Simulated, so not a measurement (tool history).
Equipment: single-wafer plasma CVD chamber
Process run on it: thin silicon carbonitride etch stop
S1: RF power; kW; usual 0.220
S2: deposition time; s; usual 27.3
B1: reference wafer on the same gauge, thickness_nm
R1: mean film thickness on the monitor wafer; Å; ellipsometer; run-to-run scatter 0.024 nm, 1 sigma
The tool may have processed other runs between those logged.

run	hour	S1	S2	B1	R1
1	0.0	0.220	25.7	16.394	133.52
2	37.8	0.220	25.7	16.398	134.00
3	85.3	0.220	27.3	16.400	142.00
4	146.0	0.220	27.3	16.408	141.32
5	202.8	0.210	24.6	16.387	125.82
6	250.6	0.210	24.6	16.391	125.47
# hour 315.7: RF generator calibrated
7	316.2	0.220	27.3	16.404	145.05
# hour 340.2: thermocouple changed; heater temperature recalibrated
8	342.7	0.245	25.8	16.406	140.97
9	375.6	0.250	24.9	16.418	137.18
10	412.3	0.210	24.6	16.386	129.01

Expected results for the next run?
# hour 428.7: showerhead replaced
11	468.9	0.195	27.3	?	?

B1: 16.392
R1: 140.19 Å
With the hidden condition absent and the run-to-run variation left alone, this run would have shown R1 140.86 Å.
